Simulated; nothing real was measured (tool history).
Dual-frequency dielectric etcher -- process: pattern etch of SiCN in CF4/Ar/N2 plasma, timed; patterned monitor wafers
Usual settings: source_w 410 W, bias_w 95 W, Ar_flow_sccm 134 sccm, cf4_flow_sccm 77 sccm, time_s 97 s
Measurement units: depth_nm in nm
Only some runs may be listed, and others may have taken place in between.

| run | hour | source_w | bias_w | Ar_flow_sccm | cf4_flow_sccm | time_s | wafers since the last listed run | hours since the last wet clean | hours since the last source power generator calibration | hours since the last bias power generator calibration | hours since the last Ar flow controller change | hours since the last CF4 flow controller change | hours since the last upper electrode change | hours since the gauge calibration | read-back reference wafer on the same gauge, depth_nm | depth_nm |
|---|---|---|---|---|---|---|---|---|---|---|---|---|---|---|---|---|
| 1 | 0 | 410 | 95 | 115 | 69 | 97 | 0 | 433 | 4367.7 | 2929.2 | 0.5 | 831.5 | 1205.3 | 1421.2 | 81.2 | 84.3 |
| 2 | 44.3 | 410 | 95 | 134 | 77 | 117.5 | 312 | 477.3 | 4412 | 2973.5 | 44.8 | 875.8 | 1249.6 | 1465.5 | 81.1 | 103.3 |
| 3 | 111.8 | 410 | 95 | 134 | 77 | 117.5 | 475 | 544.8 | 4479.5 | 3041 | 112.3 | 943.3 | 1317.1 | 1533 | 81 | 103.1 |
|  | 140.5 | wet clean of the chamber |
| 4 | 147.4 | 410 | 95 | 134 | 77 | 97 | 81 | 6.9 | 4515.1 | 3076.6 | 147.9 | 978.9 | 1352.7 | 1568.6 | 81 | 85.2 |
|  | 148.9 | gauge calibrated |
| 5 | 206.5 | 410 | 95 | 110 | 77 | 110 | 416 | 66 | 4574.2 | 3135.7 | 207 | 1038 | 1411.8 | 57.6 | 83.2 | 101 |
| 6 | 277.1 | 410 | 95 | 116 | 88 | 97 | 497 | 136.6 | 4644.8 | 3206.3 | 277.6 | 1108.6 | 1482.4 | 128.2 | 83.1 | 90.9 |
|  | 374 | bias power generator calibrated |
| 7 | 482.5 | 410 | 95 | 134 | 77 | 97 | 1419 | 342 | 4850.2 | 108.5 | 483 | 1314 | 1687.8 | 333.6 | 82.8 | 86.9 |
| 8 | 545.8 | 410 | 95 | 134 | 77 | 97 | 446 | 405.3 | 4913.5 | 171.8 | 546.3 | 1377.3 | 1751.1 | 396.9 | 82.7 | 87.1 |
| 9 | 608.3 | 410 | 95 | 134 | 77 | 97 | 440 | 467.8 | 4976 | 234.3 | 608.8 | 1439.8 | 1813.6 | 459.4 | 82.6 | 86.4 |
|  | 614.7 | CF4 flow controller replaced |
|  | 681.8 | wet clean of the chamber |
|  | 691.7 | upper electrode replaced |
| 10 | 692.2 | 360 | 95 | 163 | 58 | 108.5 | 309 | 10.4 | 5059.9 | 318.2 | 692.7 | 77.5 | 0.5 | 543.3 | 82.5 | 80.1 |
| 11 | 709.4 | 410 | 95 | 134 | 77 | 97 | 121 | 27.6 | 5077.1 | 335.4 | 709.9 | 94.7 | 17.7 | 560.5 | 82.5 | 86.7 |
| 12 | 744.4 | 410 | 82 | 152 | 77 | 97 | 246 | 62.6 | 5112.1 | 370.4 | 744.9 | 129.7 | 52.7 | 595.5 | 82.5 | 82.2 |
| 13 | 813.6 | 410 | 85 | 134 | 70 | 97 | 487 | 131.8 | 5181.3 | 439.6 | 814.1 | 198.9 | 121.9 | 664.7 | 82.4 | 81.7 |
| 14 | 845.7 | 410 | 95 | 134 | 77 | 97 | 226 | 163.9 | 5213.4 | 471.7 | 846.2 | 231 | 154 | 696.8 | 82.3 | 86.5 |
| 15 | 885.3 | 330 | 95 | 165 | 70 | 118.5 | 279 | 203.5 | 5253 | 511.3 | 885.8 | 270.6 | 193.6 | 736.4 | 82.3 | 85.3 |
|  | 908.1 | source power generator calibrated |
| 16 | 948.1 | 410 | 95 | 134 | 77 | 97 | 414 | 266.3 | 40 | 574.1 | 948.6 | 333.4 | 256.4 | 799.2 | 82.2 | 86.3 |
| 17 | 1013.5 | 410 | 95 | 134 | 77 | 97 | 461 | 331.7 | 105.4 | 639.5 | 1014 | 398.8 | 321.8 | 864.6 | 82.1 | 86.7 |
| 18 | 1162.6 | 350 | 95 | 159 | 58 | 121.5 | 1051 | 480.8 | 254.5 | 788.6 | 1163.1 | 547.9 | 470.9 | 1013.7 | 81.9 | 87.1 |

Forecast run 19:
| 19 | 1190 | 410 | 95 | 134 | 65 | 97 | 193 | 508.2 | 281.9 | 816 | 1190.5 | 575.3 | 498.3 | 1041.1 | ? | ? |

read-back reference wafer on the same gauge, depth_nm: 81.9
depth_nm: 82.6 nm
Were there no unlogged condition in the tool, this run, its random variation unchanged, would have produced depth_nm 83.8 nm.
